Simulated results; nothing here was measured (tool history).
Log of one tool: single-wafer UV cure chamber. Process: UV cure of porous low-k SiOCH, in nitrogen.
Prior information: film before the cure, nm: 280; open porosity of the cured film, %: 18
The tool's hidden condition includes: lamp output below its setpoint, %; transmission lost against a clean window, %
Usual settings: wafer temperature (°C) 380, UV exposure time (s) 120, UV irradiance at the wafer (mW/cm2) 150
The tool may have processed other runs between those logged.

run    hour  wafer temperature (°C)  UV exposure time (s)  UV irradiance at the wafer (mW/cm2)  wafers since the last listed run  hours since the UV bulbs were replaced  wafers since the quartz window was cleaned  loss of film thickness in the cure (%)
  1     0.0                     374                   170                                  150                                 0                                  1464.2                                         331                                  10.075
       20.8  -- UV bulbs replaced
  2    41.6                     395                   120                                  166                               321                                    20.8                                         653                                  10.183
  3   110.3                     394                   120                                  150                               656                                    89.5                                        1310                                  10.251
  4   162.6                     394                   120                                  150                               500                                   141.8                                        1810                                   9.877
  5   214.3                     394                   120                                  150                               494                                   193.5                                        2304                                   9.758
  6   262.0                     380                   120                                  136                               456                                   241.2                                        2761                                   9.590
  7   295.4                     380                   120                                  136                               319                                   274.6                                        3080                                   9.231
  8   359.3                     380                   120                                  136                               611                                   338.5                                        3691                                   9.527
      372.9  -- quartz window cleaned
  9   421.2                     384                   120                                  150                               515                                   400.4                                         462                                  10.116
 10   457.0                     384                   120                                  150                               342                                   436.2                                         804                                   9.839
 11   504.5                     384                   120                                  150                               454                                   483.7                                        1258                                  10.129
 12   569.3                     369                   120                                  150                               619                                   548.5                                        1878                                   9.655
 13   595.5                     393                   120                                  167                               250                                   574.7                                        2128                                  10.371
 14   638.8                     393                   120                                  167                               414                                   618.0                                        2542                                  10.697
 15   693.6                     380                   120                                  150                               524                                   672.8                                        3067                                   9.572
 16   732.3                     380                   120                                  150                               370                                   711.5                                        3437                                   9.730
      791.8  -- quartz window cleaned
 17   797.1                     391                   100                                  150                               543                                   776.3                                          50                                   8.990
 18   840.8                     391                   100                                  150                               417                                   820.0                                         468                                   8.741
 19  1022.9                     380                    95                                  150                              1741                                  1002.1                                        2209                                   8.840
 20  1092.0                     380                    95                                  150                               660                                  1071.2                                        2870                                   8.551
 21  1135.5                     380                   120                                  123                               416                                  1114.7                                        3286                                   8.800
 22  1207.2                     395                   120                                  166                               685                                  1186.4                                        3972                                  10.056
     1225.8  -- quartz window cleaned
 23  1263.0                     372                   145                                  150                               457                                  1242.2                                         356                                   9.848
 24  1316.4                     396                   120                                  123                               510                                  1295.6                                         866                                   8.731
 25  1363.1                     380                   180                                  150                               446                                  1342.3                                        1313                                  10.723
 26  1482.2                     380                   120                                  125                              1138                                  1461.4                                        2452                                   8.641
 27  1514.1                     384                   120                                  150                               305                                  1493.3                                        2757                                   9.123

Forecast run 28:
 28  1554.5                     371                   120                                  116                               386                                  1533.7                                        3143                                       ?

loss of film thickness in the cure (%): 7.867
With the hidden condition absent and the run-to-run variation left alone, this run would have shown loss of film thickness in the cure (%) 8.735.

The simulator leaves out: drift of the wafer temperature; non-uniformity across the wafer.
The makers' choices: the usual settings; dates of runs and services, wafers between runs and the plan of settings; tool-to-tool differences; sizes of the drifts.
